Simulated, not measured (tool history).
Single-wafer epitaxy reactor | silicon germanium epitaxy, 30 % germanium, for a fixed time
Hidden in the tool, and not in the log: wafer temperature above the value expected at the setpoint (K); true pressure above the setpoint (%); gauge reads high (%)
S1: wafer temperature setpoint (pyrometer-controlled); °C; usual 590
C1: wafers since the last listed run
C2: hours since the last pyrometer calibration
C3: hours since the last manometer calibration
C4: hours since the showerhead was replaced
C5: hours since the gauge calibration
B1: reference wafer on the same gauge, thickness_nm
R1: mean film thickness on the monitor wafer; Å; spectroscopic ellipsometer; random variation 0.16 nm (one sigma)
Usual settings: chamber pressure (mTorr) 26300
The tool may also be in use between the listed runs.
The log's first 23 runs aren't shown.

Run 24, day 51.975: usual settings but S1 585 °C; C1 446; C2 597.5; C3 692.2; C4 175.9; C5 1844.1; B1 53.531. Result: R1 465.61 Å.
At day 53.662: gauge calibrated.
Run 25, day 53.8: usual settings but S1 576 °C, chamber pressure (mTorr) 24100; C1 713; C2 641.3; C3 736; C4 219.7; C5 3.3; B1 53.501. Result: R1 363.55 Å.
Run 26, day 55.458: usual settings but S1 578 °C; C1 648; C2 681.1; C3 775.8; C4 259.5; C5 43.1; B1 53.502. Result: R1 400.62 Å.
Run 27, day 58.225: usual settings but S1 586 °C, chamber pressure (mTorr) 32500; C1 1081; C2 747.5; C3 842.2; C4 325.9; C5 109.5; B1 53.494. Result: R1 530.79 Å.
Run 28, day 60.7: usual settings; C1 967; C2 806.9; C3 901.6; C4 385.3; C5 168.9; B1 53.479. Result: R1 511.97 Å.
At day 61.971: capacitance manometer re-zeroed and calibrated.
Run 29, day 67.45: usual settings but S1 603 °C; C1 2508; C2 968.9; C3 131.5; C4 547.3; C5 330.9; B1 53.513. Result: R1 686.3 Å.
Run 30, day 69.217: usual settings; C1 690; C2 1011.3; C3 173.9; C4 589.7; C5 373.3; B1 53.506. Result: R1 527.61 Å.
Run 31, day 72.038: usual settings but S1 598 °C, chamber pressure (mTorr) 30600; C1 1102; C2 1079; C3 241.6; C4 657.4; C5 441; B1 53.518. Result: R1 669.36 Å.
Run 32, day 73.888: usual settings but S1 577 °C; C1 723; C2 1123.4; C3 286; C4 701.8; C5 485.4; B1 53.499. Result: R1 400.78 Å.
Run 33, day 75.154: usual settings but S1 583 °C, chamber pressure (mTorr) 28200; C1 495; C2 1153.8; C3 316.4; C4 732.2; C5 515.8; B1 53.519. Result: R1 471.48 Å.
Run 34, day 76.571: usual settings but S1 595 °C, chamber pressure (mTorr) 30900; C1 553; C2 1187.8; C3 350.4; C4 766.2; C5 549.8; B1 53.484. Result: R1 637.34 Å.
Run 35, day 78.7: usual settings but S1 578 °C, chamber pressure (mTorr) 28000; C1 832; C2 1238.9; C3 401.5; C4 817.3; C5 600.9; B1 53.502. Result: R1 422.1 Å.
Run 36, day 80.179: usual settings but chamber pressure (mTorr) 31700; C1 578; C2 1274.4; C3 437; C4 852.8; C5 636.4; B1 53.505. Result: R1 580.18 Å.

3 ways to go on from here, each from the tool as it stands after run 36. What would each give?
Run A, day 80.196: usual settings but S1 596 °C; C1 6; C2 1274.8; C3 437.4; C4 853.2; C5 636.8; B1 ?. Result: R1 ?.
Run B, day 80.196: usual settings but S1 594 °C, chamber pressure (mTorr) 32700; C1 6; C2 1274.8; C3 437.4; C4 853.2; C5 636.8; B1 ?. Result: R1 ?.
Run C, day 80.196: usual settings but S1 586 °C, chamber pressure (mTorr) 24600; C1 6; C2 1274.8; C3 437.4; C4 853.2; C5 636.8; B1 ?. Result: R1 ?.

run      B1      R1
  A  53.458   595.6
  B  53.458  644.13
  C  53.458  467.09
Without the tool's hidden state the same runs would have given:
run      R1
  A  599.66
  B   648.5
  C   470.2
